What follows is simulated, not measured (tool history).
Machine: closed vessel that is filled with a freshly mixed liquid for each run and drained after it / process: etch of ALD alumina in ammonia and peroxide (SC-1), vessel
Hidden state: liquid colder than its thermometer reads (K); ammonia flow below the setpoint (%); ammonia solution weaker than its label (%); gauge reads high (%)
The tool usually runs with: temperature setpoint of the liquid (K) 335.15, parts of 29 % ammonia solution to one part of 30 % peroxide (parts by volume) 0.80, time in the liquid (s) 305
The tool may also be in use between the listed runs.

run,hour,temperature setpoint of the liquid (K),parts of 29 % ammonia solution to one part of 30 % peroxide (parts by volume),time in the liquid (s),wafers since the last listed run,hours since the thermometer was replaced,hours since the ammonia flow meter was replaced,hours since the drum of ammonia solution was connected,hours since the gauge calibration,"read-back film thickness of the ALD alumina reference wafer, read on the same gauge (nm)",thickness taken off the ALD alumina on a monitor wafer (Å)
1,0.0,335.15,0.80,305,0,73.4,205.6,354.8,1080.6,150.00,294.7
2,103.7,335.15,0.80,305,8050,177.1,309.3,458.5,1184.3,149.99,294.7
3,159.5,335.15,0.80,305,4331,232.9,365.1,514.3,1240.1,150.00,293.0
# hour 161.3: gauge calibrated
4,238.5,335.15,0.80,160,6132,311.9,444.1,593.3,77.2,150.00,153.3
5,312.7,335.15,0.70,305,5760,386.1,518.3,667.5,151.4,150.00,288.0
6,404.7,335.15,0.80,305,7141,478.1,610.3,759.5,243.4,150.00,291.1
7,454.1,335.15,0.80,305,3834,527.5,659.7,808.9,292.8,150.01,290.7
8,504.0,335.15,0.80,305,3873,577.4,709.6,858.8,342.7,149.99,288.9
# hour 567.7: new drum of ammonia solution connected
9,569.6,339.65,0.60,305,5014,643.0,775.2,1.9,408.3,150.00,353.8
# hour 575.3: ammonia flow meter replaced
# hour 810.1: thermometer replaced
10,812.1,339.65,0.60,305,18669,2.0,236.8,244.4,650.8,150.00,359.4
11,886.7,339.65,0.60,305,5791,76.6,311.4,319.0,725.4,150.03,360.2
12,947.1,335.15,0.80,305,4688,137.0,371.8,379.4,785.8,150.00,294.0
13,995.2,335.15,0.80,305,3733,185.1,419.9,427.5,833.9,150.01,294.5
14,1058.3,335.15,0.80,305,4898,248.2,483.0,490.6,897.0,149.98,292.7
15,1144.2,338.15,1.05,455,6668,334.1,568.9,576.5,982.9,150.00,521.8
# hour 1200.7: gauge calibrated
16,1218.0,342.15,0.80,305,5729,407.9,642.7,650.3,17.3,149.97,412.6
17,1254.4,335.15,0.80,305,2825,444.3,679.1,686.7,53.7,150.00,289.9
18,1318.6,335.15,0.80,480,4983,508.5,743.3,750.9,117.9,150.02,456.6
19,1408.6,335.15,0.80,305,6986,598.5,833.3,840.9,207.9,150.00,288.8
# hour 1435.4: ammonia flow meter replaced
20,1456.5,327.15,1.05,190,3640,646.4,21.1,888.8,255.8,150.01,121.1
21,1542.5,340.65,0.60,125,6676,732.4,107.1,974.8,341.8,150.00,151.0
# hour 1574.6: thermometer replaced
22,1609.2,343.15,0.95,130,5100,34.6,173.8,1041.5,408.5,149.99,188.5
# hour 1622.7: new drum of ammonia solution connected
23,1648.3,327.15,0.45,210,2957,73.7,212.9,25.6,447.6,149.99,127.9
24,1691.3,335.15,0.80,305,3338,116.7,255.9,68.6,490.6,149.98,295.8
25,1744.3,327.15,0.45,210,4114,169.7,308.9,121.6,543.6,150.01,126.9
26,1793.0,335.15,0.90,305,3780,218.4,357.6,170.3,592.3,150.02,297.1
27,1858.4,335.15,0.80,430,5076,283.8,423.0,235.7,657.7,149.98,413.4

Give the tool's hidden conditions for every run:
ammonia flow below the setpoint (%): 0 at every run
gauge reads high (%): 0 at every run
H1: liquid colder than its thermometer reads (K)
H2: ammonia solution weaker than its label (%)
run,H1,H2
1,0.0799,5.03
2,0.132,6.2
3,0.159,6.82
4,0.199,7.71
5,0.236,8.55
6,0.282,9.58
7,0.306,10.1
8,0.331,10.7
9,0.364,2.76
10,0.0266,5.49
11,0.0638,6.33
12,0.094,7.01
13,0.118,7.55
14,0.149,8.26
15,0.192,9.23
16,0.229,10.1
17,0.247,10.5
18,0.279,11.2
19,0.324,12.2
20,0.348,12.7
21,0.391,13.7
22,0.0387,14.5
23,0.0582,1.77
24,0.0797,2.25
25,0.106,2.85
26,0.13,3.4
27,0.163,4.13
